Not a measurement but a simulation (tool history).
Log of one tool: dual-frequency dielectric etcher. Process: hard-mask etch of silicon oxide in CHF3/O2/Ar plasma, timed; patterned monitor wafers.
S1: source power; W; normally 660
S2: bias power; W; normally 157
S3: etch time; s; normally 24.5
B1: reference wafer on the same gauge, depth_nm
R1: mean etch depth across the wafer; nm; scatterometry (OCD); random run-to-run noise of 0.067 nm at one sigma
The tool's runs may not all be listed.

run 1 hour=0.0 | S1=660 S2=178 S3=28.0 | B1=41.30 | R1=53.38
run 2 hour=33.3 | S1=660 S2=178 S3=28.0 | B1=41.30 | R1=53.49
run 3 hour=46.2 | S1=660 S2=178 S3=28.0 | B1=41.28 | R1=53.44
run 4 hour=60.3 | S1=660 S2=157 S3=24.5 | B1=41.30 | R1=44.87
run 5 hour=84.3 | S1=660 S2=157 S3=24.5 | B1=41.29 | R1=44.95
run 6 hour=97.4 | S1=660 S2=157 S3=24.5 | B1=41.32 | R1=45.02
-- hour=115.3 source power generator calibrated
run 7 hour=123.5 | S1=660 S2=182 S3=24.5 | B1=41.30 | R1=47.25
-- hour=152.8 upper electrode replaced
-- hour=160.0 wet clean of the chamber
run 8 hour=160.5 | S1=660 S2=182 S3=24.5 | B1=41.30 | R1=46.78
run 9 hour=175.6 | S1=790 S2=138 S3=30.5 | B1=41.31 | R1=57.81
run 10 hour=188.2 | S1=780 S2=157 S3=30.0 | B1=41.30 | R1=58.78
-- hour=192.0 gauge calibrated
run 11 hour=221.1 | S1=660 S2=157 S3=19.0 | B1=41.31 | R1=34.58
run 12 hour=245.0 | S1=810 S2=129 S3=31.5 | B1=41.30 | R1=59.41
run 13 hour=259.4 | S1=660 S2=157 S3=24.5 | B1=41.29 | R1=44.54
-- hour=276.4 bias power generator calibrated
run 14 hour=289.0 | S1=780 S2=186 S3=18.0 | B1=41.29 | R1=37.41
run 15 hour=303.5 | S1=660 S2=157 S3=28.5 | B1=41.30 | R1=51.94
run 16 hour=323.2 | S1=500 S2=157 S3=28.5 | B1=41.32 | R1=45.47
run 17 hour=353.5 | S1=660 S2=157 S3=30.5 | B1=41.31 | R1=55.78

Measured result minus the same run's result without the hidden state. Both carry the same run-to-run variation, though not necessarily the same gauge scatter:
Unlogged tool condition in this case: etch rate over this chamber's usual, %; source power that arrives over what is set, %; bias power that arrives over what is set, %; gauge reads high (%).
run=1 R1=+0.47
run=2 R1=+0.53
run=3 R1=+0.55
run=4 R1=+0.49
run=5 R1=+0.52
run=6 R1=+0.53
run=7 R1=+0.60
run=8 R1=+0.04
run=9 R1=+0.08
run=10 R1=+0.10
run=11 R1=+0.10
run=12 R1=+0.22
run=13 R1=+0.18
run=14 R1=+0.19
run=15 R1=+0.28
run=16 R1=+0.28
run=17 R1=+0.40

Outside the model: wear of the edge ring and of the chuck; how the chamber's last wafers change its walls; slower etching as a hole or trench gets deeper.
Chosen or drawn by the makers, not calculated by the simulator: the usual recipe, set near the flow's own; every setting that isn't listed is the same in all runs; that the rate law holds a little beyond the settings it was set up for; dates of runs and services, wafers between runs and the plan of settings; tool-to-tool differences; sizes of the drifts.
